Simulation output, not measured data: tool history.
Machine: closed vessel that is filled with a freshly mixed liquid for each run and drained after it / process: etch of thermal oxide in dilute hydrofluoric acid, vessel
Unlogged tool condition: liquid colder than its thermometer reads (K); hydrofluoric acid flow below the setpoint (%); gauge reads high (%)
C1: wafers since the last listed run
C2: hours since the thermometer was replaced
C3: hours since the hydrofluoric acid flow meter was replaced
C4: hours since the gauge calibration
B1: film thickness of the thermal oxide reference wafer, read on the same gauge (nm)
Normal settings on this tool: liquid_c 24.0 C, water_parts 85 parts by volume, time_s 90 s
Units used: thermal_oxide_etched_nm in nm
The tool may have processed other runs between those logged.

{"run": 1, "day": 0.0, "liquid_c": 24.0, "water_parts": 85, "time_s": 90, "C1": 0, "C2": 341.7, "C3": 1789.5, "C4": 2797.1, "B1": 29.99, "thermal_oxide_etched_nm": 5.37}
{"day": 0.675, "done": "hydrofluoric acid flow meter replaced"}
{"run": 2, "day": 3.938, "liquid_c": 24.0, "water_parts": 85, "time_s": 90, "C1": 12789, "C2": 436.2, "C3": 78.3, "C4": 2891.6, "B1": 30.01, "thermal_oxide_etched_nm": 5.36}
{"run": 3, "day": 13.667, "liquid_c": 24.0, "water_parts": 85, "time_s": 90, "C1": 31938, "C2": 669.7, "C3": 311.8, "C4": 3125.1, "B1": 29.96, "thermal_oxide_etched_nm": 5.27}
{"run": 4, "day": 16.938, "liquid_c": 24.0, "water_parts": 85, "time_s": 50, "C1": 10737, "C2": 748.2, "C3": 390.3, "C4": 3203.6, "B1": 30.01, "thermal_oxide_etched_nm": 2.89}
{"run": 5, "day": 21.075, "liquid_c": 24.0, "water_parts": 85, "time_s": 90, "C1": 13582, "C2": 847.5, "C3": 489.6, "C4": 3302.9, "B1": 30.01, "thermal_oxide_etched_nm": 5.15}
{"run": 6, "day": 24.992, "liquid_c": 24.0, "water_parts": 85, "time_s": 90, "C1": 12857, "C2": 941.5, "C3": 583.6, "C4": 3396.9, "B1": 29.98, "thermal_oxide_etched_nm": 5.13}
{"day": 25.208, "done": "gauge calibrated"}
{"run": 7, "day": 29.188, "liquid_c": 24.0, "water_parts": 85, "time_s": 90, "C1": 13773, "C2": 1042.2, "C3": 684.3, "C4": 95.5, "B1": 29.99, "thermal_oxide_etched_nm": 5.12}
{"run": 8, "day": 33.575, "liquid_c": 27.5, "water_parts": 85, "time_s": 90, "C1": 14403, "C2": 1147.5, "C3": 789.6, "C4": 200.8, "B1": 29.98, "thermal_oxide_etched_nm": 5.85}
{"day": 34.383, "done": "thermometer replaced"}
{"run": 9, "day": 37.375, "liquid_c": 27.5, "water_parts": 85, "time_s": 90, "C1": 12337, "C2": 71.8, "C3": 880.8, "C4": 292.0, "B1": 30.01, "thermal_oxide_etched_nm": 6.27}
{"run": 10, "day": 41.583, "liquid_c": 24.0, "water_parts": 85, "time_s": 105, "C1": 13814, "C2": 172.8, "C3": 981.8, "C4": 393.0, "B1": 29.97, "thermal_oxide_etched_nm": 6.36}
{"run": 11, "day": 44.888, "liquid_c": 22.5, "water_parts": 85, "time_s": 125, "C1": 10846, "C2": 252.1, "C3": 1061.1, "C4": 472.3, "B1": 30.03, "thermal_oxide_etched_nm": 7.03}
{"run": 12, "day": 53.654, "liquid_c": 20.5, "water_parts": 100, "time_s": 40, "C1": 28778, "C2": 462.5, "C3": 1271.5, "C4": 682.7, "B1": 30.0, "thermal_oxide_etched_nm": 1.71}
{"run": 13, "day": 56.617, "liquid_c": 24.0, "water_parts": 85, "time_s": 90, "C1": 9725, "C2": 533.6, "C3": 1342.6, "C4": 753.8, "B1": 30.01, "thermal_oxide_etched_nm": 5.27}
{"day": 60.283, "done": "hydrofluoric acid flow meter replaced"}
{"run": 14, "day": 60.996, "liquid_c": 27.0, "water_parts": 95, "time_s": 120, "C1": 14238, "C2": 638.7, "C3": 17.1, "C4": 858.9, "B1": 29.96, "thermal_oxide_etched_nm": 7.03}
{"run": 15, "day": 63.75, "liquid_c": 24.0, "water_parts": 85, "time_s": 90, "C1": 9041, "C2": 704.8, "C3": 83.2, "C4": 925.0, "B1": 30.02, "thermal_oxide_etched_nm": 5.25}
{"run": 16, "day": 65.321, "liquid_c": 19.5, "water_parts": 55, "time_s": 65, "C1": 5156, "C2": 742.5, "C3": 120.9, "C4": 962.7, "B1": 30.0, "thermal_oxide_etched_nm": 5.05}
{"run": 17, "day": 69.354, "liquid_c": 24.0, "water_parts": 85, "time_s": 90, "C1": 13240, "C2": 839.3, "C3": 217.7, "C4": 1059.5, "B1": 30.03, "thermal_oxide_etched_nm": 5.17}
{"run": 18, "day": 73.738, "liquid_c": 24.0, "water_parts": 115, "time_s": 90, "C1": 14389, "C2": 944.5, "C3": 322.9, "C4": 1164.7, "B1": 29.99, "thermal_oxide_etched_nm": 3.67}
{"day": 75.683, "done": "thermometer replaced"}
{"run": 19, "day": 76.667, "liquid_c": 27.5, "water_parts": 85, "time_s": 90, "C1": 9478, "C2": 23.6, "C3": 393.2, "C4": 1235.0, "B1": 30.01, "thermal_oxide_etched_nm": 6.31}
{"run": 20, "day": 79.279, "liquid_c": 20.5, "water_parts": 100, "time_s": 40, "C1": 8576, "C2": 86.3, "C3": 455.9, "C4": 1297.7, "B1": 30.02, "thermal_oxide_etched_nm": 1.78}
{"run": 21, "day": 81.233, "liquid_c": 24.0, "water_parts": 85, "time_s": 90, "C1": 6415, "C2": 133.2, "C3": 502.8, "C4": 1344.6, "B1": 29.98, "thermal_oxide_etched_nm": 5.45}
{"run": 22, "day": 83.917, "liquid_c": 24.0, "water_parts": 85, "time_s": 90, "C1": 8808, "C2": 197.6, "C3": 567.2, "C4": 1409.0, "B1": 30.0, "thermal_oxide_etched_nm": 5.47}
{"run": 23, "day": 85.883, "liquid_c": 21.0, "water_parts": 85, "time_s": 90, "C1": 6456, "C2": 244.8, "C3": 614.4, "C4": 1456.2, "B1": 30.02, "thermal_oxide_etched_nm": 4.81}
{"run": 24, "day": 90.846, "liquid_c": 28.5, "water_parts": 85, "time_s": 90, "C1": 16290, "C2": 363.9, "C3": 733.5, "C4": 1575.3, "B1": 29.99, "thermal_oxide_etched_nm": 6.47}
{"run": 25, "day": 93.062, "liquid_c": 24.0, "water_parts": 45, "time_s": 55, "C1": 7276, "C2": 417.1, "C3": 786.7, "C4": 1628.5, "B1": 30.02, "thermal_oxide_etched_nm": 6.56}
{"run": 26, "day": 95.45, "liquid_c": 24.0, "water_parts": 55, "time_s": 90, "C1": 7837, "C2": 474.4, "C3": 844.0, "C4": 1685.8, "B1": 30.02, "thermal_oxide_etched_nm": 8.67}
{"run": 27, "day": 99.304, "liquid_c": 19.5, "water_parts": 100, "time_s": 115, "C1": 12652, "C2": 566.9, "C3": 936.5, "C4": 1778.3, "B1": 29.97, "thermal_oxide_etched_nm": 4.68}
{"run": 28, "day": 102.821, "liquid_c": 28.0, "water_parts": 85, "time_s": 90, "C1": 11544, "C2": 651.3, "C3": 1020.9, "C4": 1862.7, "B1": 30.02, "thermal_oxide_etched_nm": 6.2}
{"run": 29, "day": 106.433, "liquid_c": 20.0, "water_parts": 105, "time_s": 90, "C1": 11858, "C2": 738.0, "C3": 1107.6, "C4": 1949.4, "B1": 30.02, "thermal_oxide_etched_nm": 3.49}
{"run": 30, "day": 110.804, "liquid_c": 27.0, "water_parts": 85, "time_s": 90, "C1": 14348, "C2": 842.9, "C3": 1212.5, "C4": 2054.3, "B1": 29.99, "thermal_oxide_etched_nm": 5.89}
{"day": 113.896, "done": "thermometer replaced"}
{"run": 31, "day": 114.067, "liquid_c": 24.0, "water_parts": 85, "time_s": 90, "C1": 10573, "C2": 4.1, "C3": 1290.8, "C4": 2132.6, "B1": 30.02, "thermal_oxide_etched_nm": 5.44}
{"run": 32, "day": 116.217, "liquid_c": 22.0, "water_parts": 85, "time_s": 55, "C1": 7057, "C2": 55.7, "C3": 1342.4, "C4": 2184.2, "B1": 30.03, "thermal_oxide_etched_nm": 3.09}

Difference, measured minus no-hidden-state, one row per run. Run-to-run variation is common to both terms; the gauge's own scatter need not be:
run=1 thermal_oxide_etched_nm=-0.15
run=2 thermal_oxide_etched_nm=-0.18
run=3 thermal_oxide_etched_nm=-0.27
run=4 thermal_oxide_etched_nm=-0.16
run=5 thermal_oxide_etched_nm=-0.32
run=6 thermal_oxide_etched_nm=-0.35
run=7 thermal_oxide_etched_nm=-0.39
run=8 thermal_oxide_etched_nm=-0.48
run=9 thermal_oxide_etched_nm=-0.07
run=10 thermal_oxide_etched_nm=-0.12
run=11 thermal_oxide_etched_nm=-0.17
run=12 thermal_oxide_etched_nm=-0.06
run=13 thermal_oxide_etched_nm=-0.22
run=14 thermal_oxide_etched_nm=-0.34
run=15 thermal_oxide_etched_nm=-0.28
run=16 thermal_oxide_etched_nm=-0.30
run=17 thermal_oxide_etched_nm=-0.33
run=18 thermal_oxide_etched_nm=-0.25
run=19 thermal_oxide_etched_nm=-0.01
run=20 thermal_oxide_etched_nm=-0.01
run=21 thermal_oxide_etched_nm=-0.05
run=22 thermal_oxide_etched_nm=-0.07
run=23 thermal_oxide_etched_nm=-0.08
run=24 thermal_oxide_etched_nm=-0.15
run=25 thermal_oxide_etched_nm=-0.18
run=26 thermal_oxide_etched_nm=-0.28
run=27 thermal_oxide_etched_nm=-0.18
run=28 thermal_oxide_etched_nm=-0.26
run=29 thermal_oxide_etched_nm=-0.17
run=30 thermal_oxide_etched_nm=-0.32
run=31 thermal_oxide_etched_nm=-0.02
run=32 thermal_oxide_etched_nm=-0.03
